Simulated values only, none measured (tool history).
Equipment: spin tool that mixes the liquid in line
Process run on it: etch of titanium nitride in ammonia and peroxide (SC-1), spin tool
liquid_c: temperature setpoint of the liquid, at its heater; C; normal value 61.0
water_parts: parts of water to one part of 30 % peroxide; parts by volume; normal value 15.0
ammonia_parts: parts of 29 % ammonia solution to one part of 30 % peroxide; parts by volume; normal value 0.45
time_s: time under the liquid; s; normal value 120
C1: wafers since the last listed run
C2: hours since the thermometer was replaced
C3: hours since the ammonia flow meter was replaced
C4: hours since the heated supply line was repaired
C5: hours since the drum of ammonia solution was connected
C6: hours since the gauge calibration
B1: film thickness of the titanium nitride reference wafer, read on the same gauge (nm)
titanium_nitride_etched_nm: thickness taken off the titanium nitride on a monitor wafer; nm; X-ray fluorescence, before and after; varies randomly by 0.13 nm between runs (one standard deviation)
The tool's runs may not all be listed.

{"run": 1, "hour": 0.0, "liquid_c": 61.0, "water_parts": 15.0, "ammonia_parts": 0.45, "time_s": 120, "C1": 0, "C2": 162.9, "C3": 98.6, "C4": 2088.4, "C5": 653.0, "C6": 53.4, "B1": 150.0, "titanium_nitride_etched_nm": 14.12}
{"run": 2, "hour": 10.1, "liquid_c": 61.0, "water_parts": 15.0, "ammonia_parts": 0.55, "time_s": 90, "C1": 116, "C2": 173.0, "C3": 108.7, "C4": 2098.5, "C5": 663.1, "C6": 63.5, "B1": 150.01, "titanium_nitride_etched_nm": 10.91}
{"run": 3, "hour": 17.9, "liquid_c": 61.0, "water_parts": 15.0, "ammonia_parts": 0.35, "time_s": 155, "C1": 89, "C2": 180.8, "C3": 116.5, "C4": 2106.3, "C5": 670.9, "C6": 71.3, "B1": 150.0, "titanium_nitride_etched_nm": 17.35}
{"run": 4, "hour": 24.6, "liquid_c": 52.5, "water_parts": 21.0, "ammonia_parts": 0.45, "time_s": 165, "C1": 76, "C2": 187.5, "C3": 123.2, "C4": 2113.0, "C5": 677.6, "C6": 78.0, "B1": 149.95, "titanium_nitride_etched_nm": 9.12}
{"run": 5, "hour": 32.6, "liquid_c": 61.0, "water_parts": 11.0, "ammonia_parts": 0.45, "time_s": 120, "C1": 91, "C2": 195.5, "C3": 131.2, "C4": 2121.0, "C5": 685.6, "C6": 86.0, "B1": 150.02, "titanium_nitride_etched_nm": 16.6}
{"run": 6, "hour": 43.4, "liquid_c": 61.0, "water_parts": 15.0, "ammonia_parts": 0.45, "time_s": 120, "C1": 124, "C2": 206.3, "C3": 142.0, "C4": 2131.8, "C5": 696.4, "C6": 96.8, "B1": 149.99, "titanium_nitride_etched_nm": 14.08}
{"hour": 46.1, "done": "new drum of ammonia solution connected"}
{"hour": 49.9, "done": "heated supply line repaired"}
{"run": 7, "hour": 91.6, "liquid_c": 56.5, "water_parts": 12.5, "ammonia_parts": 0.35, "time_s": 150, "C1": 530, "C2": 254.5, "C3": 190.2, "C4": 41.7, "C5": 45.5, "C6": 145.0, "B1": 149.99, "titanium_nitride_etched_nm": 13.72}
{"run": 8, "hour": 109.4, "liquid_c": 69.0, "water_parts": 15.0, "ammonia_parts": 0.45, "time_s": 120, "C1": 204, "C2": 272.3, "C3": 208.0, "C4": 59.5, "C5": 63.3, "C6": 162.8, "B1": 150.0, "titanium_nitride_etched_nm": 23.67}
{"run": 9, "hour": 122.0, "liquid_c": 61.0, "water_parts": 15.0, "ammonia_parts": 0.45, "time_s": 120, "C1": 144, "C2": 284.9, "C3": 220.6, "C4": 72.1, "C5": 75.9, "C6": 175.4, "B1": 150.02, "titanium_nitride_etched_nm": 14.21}
{"run": 10, "hour": 139.4, "liquid_c": 61.0, "water_parts": 18.0, "ammonia_parts": 0.6, "time_s": 120, "C1": 199, "C2": 302.3, "C3": 238.0, "C4": 89.5, "C5": 93.3, "C6": 192.8, "B1": 150.0, "titanium_nitride_etched_nm": 13.46}
{"run": 11, "hour": 148.5, "liquid_c": 61.0, "water_parts": 15.0, "ammonia_parts": 0.4, "time_s": 80, "C1": 104, "C2": 311.4, "C3": 247.1, "C4": 98.6, "C5": 102.4, "C6": 201.9, "B1": 150.0, "titanium_nitride_etched_nm": 9.35}
{"run": 12, "hour": 158.8, "liquid_c": 61.0, "water_parts": 15.0, "ammonia_parts": 0.5, "time_s": 120, "C1": 118, "C2": 321.7, "C3": 257.4, "C4": 108.9, "C5": 112.7, "C6": 212.2, "B1": 149.98, "titanium_nitride_etched_nm": 14.54}
{"run": 13, "hour": 175.1, "liquid_c": 61.0, "water_parts": 19.0, "ammonia_parts": 0.6, "time_s": 185, "C1": 187, "C2": 338.0, "C3": 273.7, "C4": 125.2, "C5": 129.0, "C6": 228.5, "B1": 150.01, "titanium_nitride_etched_nm": 20.52}
{"run": 14, "hour": 189.5, "liquid_c": 61.0, "water_parts": 15.0, "ammonia_parts": 0.6, "time_s": 100, "C1": 165, "C2": 352.4, "C3": 288.1, "C4": 139.6, "C5": 143.4, "C6": 242.9, "B1": 150.03, "titanium_nitride_etched_nm": 12.66}
{"run": 15, "hour": 196.2, "liquid_c": 61.0, "water_parts": 15.0, "ammonia_parts": 0.45, "time_s": 120, "C1": 76, "C2": 359.1, "C3": 294.8, "C4": 146.3, "C5": 150.1, "C6": 249.6, "B1": 150.0, "titanium_nitride_etched_nm": 14.36}
{"run": 16, "hour": 206.3, "liquid_c": 61.0, "water_parts": 15.0, "ammonia_parts": 0.45, "time_s": 120, "C1": 116, "C2": 369.2, "C3": 304.9, "C4": 156.4, "C5": 160.2, "C6": 259.7, "B1": 149.99, "titanium_nitride_etched_nm": 14.38}
{"run": 17, "hour": 213.1, "liquid_c": 58.0, "water_parts": 15.0, "ammonia_parts": 0.45, "time_s": 70, "C1": 78, "C2": 376.0, "C3": 311.7, "C4": 163.2, "C5": 167.0, "C6": 266.5, "B1": 150.01, "titanium_nitride_etched_nm": 6.92}
{"run": 18, "hour": 227.6, "liquid_c": 61.0, "water_parts": 15.0, "ammonia_parts": 0.55, "time_s": 120, "C1": 166, "C2": 390.5, "C3": 326.2, "C4": 177.7, "C5": 181.5, "C6": 281.0, "B1": 149.98, "titanium_nitride_etched_nm": 14.84}

Estimate the outcome of run 19 from the log above:
{"run": 19, "hour": 234.5, "liquid_c": 67.5, "water_parts": 17.0, "ammonia_parts": 0.55, "time_s": 190, "C1": 79, "C2": 397.4, "C3": 333.1, "C4": 184.6, "C5": 188.4, "C6": 287.9, "B1": "?", "titanium_nitride_etched_nm": "?"}

Run 19 gave B1 150.04, titanium_nitride_etched_nm 33.53 nm.
Take away the tool's hidden state, keep the run-to-run variation as it was, and the same run would have given titanium_nitride_etched_nm 31.99 nm.
